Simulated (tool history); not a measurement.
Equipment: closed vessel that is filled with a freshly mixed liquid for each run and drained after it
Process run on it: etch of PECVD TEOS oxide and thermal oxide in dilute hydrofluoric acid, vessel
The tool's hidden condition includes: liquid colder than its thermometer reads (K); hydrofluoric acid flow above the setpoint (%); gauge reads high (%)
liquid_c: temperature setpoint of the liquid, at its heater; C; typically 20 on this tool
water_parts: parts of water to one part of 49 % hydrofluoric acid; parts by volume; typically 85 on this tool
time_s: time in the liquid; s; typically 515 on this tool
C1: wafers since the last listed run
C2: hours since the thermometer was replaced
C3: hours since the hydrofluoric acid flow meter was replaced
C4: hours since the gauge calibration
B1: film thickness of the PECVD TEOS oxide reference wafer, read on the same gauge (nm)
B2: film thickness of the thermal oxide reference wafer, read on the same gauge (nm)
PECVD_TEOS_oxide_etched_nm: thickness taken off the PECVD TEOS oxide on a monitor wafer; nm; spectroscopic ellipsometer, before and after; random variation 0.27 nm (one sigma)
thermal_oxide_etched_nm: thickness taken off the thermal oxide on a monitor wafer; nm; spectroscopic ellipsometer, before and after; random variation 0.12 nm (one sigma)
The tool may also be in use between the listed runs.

run 1 day=0 | liquid_c=20 water_parts=85 time_s=515 | C1=0 C2=975.8 C3=1861.7 C4=586.1 | B1=30 B2=60 | PECVD_TEOS_oxide_etched_nm=58.95 thermal_oxide_etched_nm=26.92
run 2 day=0.7 | liquid_c=20 water_parts=85 time_s=515 | C1=1402 C2=992.6 C3=1878.5 C4=602.9 | B1=30.01 B2=60.01 | PECVD_TEOS_oxide_etched_nm=59.28 thermal_oxide_etched_nm=26.99
-- day=0.992 gauge calibrated
run 3 day=1.325 | liquid_c=20 water_parts=85 time_s=515 | C1=1252 C2=1007.6 C3=1893.5 C4=8 | B1=29.98 B2=60.02 | PECVD_TEOS_oxide_etched_nm=59.54 thermal_oxide_etched_nm=27.05
run 4 day=1.708 | liquid_c=20 water_parts=85 time_s=515 | C1=767 C2=1016.8 C3=1902.7 C4=17.2 | B1=30 B2=59.97 | PECVD_TEOS_oxide_etched_nm=59.47 thermal_oxide_etched_nm=27.03
run 5 day=2.233 | liquid_c=20 water_parts=85 time_s=515 | C1=1051 C2=1029.4 C3=1915.3 C4=29.8 | B1=30 B2=59.95 | PECVD_TEOS_oxide_etched_nm=59.28 thermal_oxide_etched_nm=27.05
run 6 day=2.721 | liquid_c=20 water_parts=85 time_s=515 | C1=976 C2=1041.1 C3=1927 C4=41.5 | B1=30 B2=60 | PECVD_TEOS_oxide_etched_nm=58.62 thermal_oxide_etched_nm=27.19
run 7 day=3.1 | liquid_c=20 water_parts=85 time_s=515 | C1=759 C2=1050.2 C3=1936.1 C4=50.6 | B1=29.98 B2=60.04 | PECVD_TEOS_oxide_etched_nm=59.41 thermal_oxide_etched_nm=26.98
run 8 day=3.408 | liquid_c=20 water_parts=85 time_s=515 | C1=617 C2=1057.6 C3=1943.5 C4=58 | B1=29.99 B2=60.04 | PECVD_TEOS_oxide_etched_nm=59.13 thermal_oxide_etched_nm=26.75
run 9 day=4.104 | liquid_c=24 water_parts=60 time_s=515 | C1=1394 C2=1074.3 C3=1960.2 C4=74.7 | B1=30 B2=60.02 | PECVD_TEOS_oxide_etched_nm=101.48 thermal_oxide_etched_nm=46.24
run 10 day=4.396 | liquid_c=20 water_parts=85 time_s=515 | C1=584 C2=1081.3 C3=1967.2 C4=81.7 | B1=30.02 B2=60.03 | PECVD_TEOS_oxide_etched_nm=59.13 thermal_oxide_etched_nm=26.85
run 11 day=5.025 | liquid_c=21.5 water_parts=85 time_s=385 | C1=1260 C2=1096.4 C3=1982.3 C4=96.8 | B1=29.99 B2=60.02 | PECVD_TEOS_oxide_etched_nm=47.05 thermal_oxide_etched_nm=21.4
run 12 day=5.583 | liquid_c=21.5 water_parts=65 time_s=800 | C1=1118 C2=1109.8 C3=1995.7 C4=110.2 | B1=29.99 B2=60.01 | PECVD_TEOS_oxide_etched_nm=131.22 thermal_oxide_etched_nm=59.17
run 13 day=5.888 | liquid_c=17 water_parts=85 time_s=730 | C1=609 C2=1117.1 C3=2003 C4=117.5 | B1=30.02 B2=59.97 | PECVD_TEOS_oxide_etched_nm=73.91 thermal_oxide_etched_nm=33.77
run 14 day=6.333 | liquid_c=17 water_parts=85 time_s=515 | C1=893 C2=1127.8 C3=2013.7 C4=128.2 | B1=29.99 B2=60.04 | PECVD_TEOS_oxide_etched_nm=51.86 thermal_oxide_etched_nm=23.88
run 15 day=6.896 | liquid_c=20 water_parts=75 time_s=215 | C1=1126 C2=1141.3 C3=2027.2 C4=141.7 | B1=30 B2=59.98 | PECVD_TEOS_oxide_etched_nm=28.21 thermal_oxide_etched_nm=12.9
-- day=7.167 hydrofluoric acid flow meter replaced
run 16 day=7.279 | liquid_c=24 water_parts=45 time_s=640 | C1=684 C2=1150.5 C3=2.7 C4=150.9 | B1=30.01 B2=60.03 | PECVD_TEOS_oxide_etched_nm=155.74 thermal_oxide_etched_nm=70.67
run 17 day=7.838 | liquid_c=22 water_parts=55 time_s=610 | C1=1118 C2=1163.9 C3=16.1 C4=164.3 | B1=29.98 B2=59.97 | PECVD_TEOS_oxide_etched_nm=110.42 thermal_oxide_etched_nm=50.04
run 18 day=8.317 | liquid_c=20 water_parts=105 time_s=515 | C1=959 C2=1175.4 C3=27.6 C4=175.8 | B1=29.97 B2=60.03 | PECVD_TEOS_oxide_etched_nm=42.49 thermal_oxide_etched_nm=19.2
-- day=8.504 thermometer replaced
run 19 day=8.671 | liquid_c=20 water_parts=85 time_s=355 | C1=626 C2=4 C3=36.1 C4=184.3 | B1=30.01 B2=60 | PECVD_TEOS_oxide_etched_nm=39.18 thermal_oxide_etched_nm=17.79
run 20 day=9.292 | liquid_c=17 water_parts=110 time_s=220 | C1=1243 C2=18.9 C3=51 C4=199.2 | B1=30 B2=60.02 | PECVD_TEOS_oxide_etched_nm=16.04 thermal_oxide_etched_nm=7.34
run 21 day=9.867 | liquid_c=17 water_parts=60 time_s=415 | C1=1151 C2=32.7 C3=64.8 C4=213 | B1=29.99 B2=60.02 | PECVD_TEOS_oxide_etched_nm=58.23 thermal_oxide_etched_nm=26.9
run 22 day=11.646 | liquid_c=24.5 water_parts=50 time_s=765 | C1=3564 C2=75.4 C3=107.5 C4=255.7 | B1=30.01 B2=60.01 | PECVD_TEOS_oxide_etched_nm=180.58 thermal_oxide_etched_nm=81.88
run 23 day=12.192 | liquid_c=20 water_parts=85 time_s=515 | C1=1093 C2=88.5 C3=120.6 C4=268.8 | B1=29.99 B2=59.97 | PECVD_TEOS_oxide_etched_nm=56.93 thermal_oxide_etched_nm=25.88
run 24 day=12.8 | liquid_c=23.5 water_parts=85 time_s=380 | C1=1218 C2=103.1 C3=135.2 C4=283.4 | B1=30.01 B2=59.97 | PECVD_TEOS_oxide_etched_nm=48.7 thermal_oxide_etched_nm=21.92
run 25 day=13.054 | liquid_c=18.5 water_parts=85 time_s=515 | C1=509 C2=109.2 C3=141.3 C4=289.5 | B1=30.02 B2=59.99 | PECVD_TEOS_oxide_etched_nm=53.06 thermal_oxide_etched_nm=24.38

List, for all runs, the conditions of the tool that the log does not record:
gauge reads high (%): 0 at every run
H1: liquid colder than its thermometer reads (K)
H2: hydrofluoric acid flow above the setpoint (%)
run=1 H1=1.56 H2=9.94
run=2 H1=1.58 H2=10
run=3 H1=1.6 H2=10.1
run=4 H1=1.61 H2=10.2
run=5 H1=1.63 H2=10.2
run=6 H1=1.65 H2=10.3
run=7 H1=1.66 H2=10.3
run=8 H1=1.67 H2=10.4
run=9 H1=1.69 H2=10.4
run=10 H1=1.7 H2=10.5
run=11 H1=1.72 H2=10.6
run=12 H1=1.74 H2=10.6
run=13 H1=1.75 H2=10.7
run=14 H1=1.76 H2=10.7
run=15 H1=1.78 H2=10.8
run=16 H1=1.8 H2=0.547
run=17 H1=1.81 H2=0.616
run=18 H1=1.83 H2=0.676
run=19 H1=0.3 H2=0.72
run=20 H1=0.32 H2=0.797
run=21 H1=0.339 H2=0.868
run=22 H1=0.397 H2=1.09
run=23 H1=0.415 H2=1.16
run=24 H1=0.434 H2=1.23
run=25 H1=0.442 H2=1.26

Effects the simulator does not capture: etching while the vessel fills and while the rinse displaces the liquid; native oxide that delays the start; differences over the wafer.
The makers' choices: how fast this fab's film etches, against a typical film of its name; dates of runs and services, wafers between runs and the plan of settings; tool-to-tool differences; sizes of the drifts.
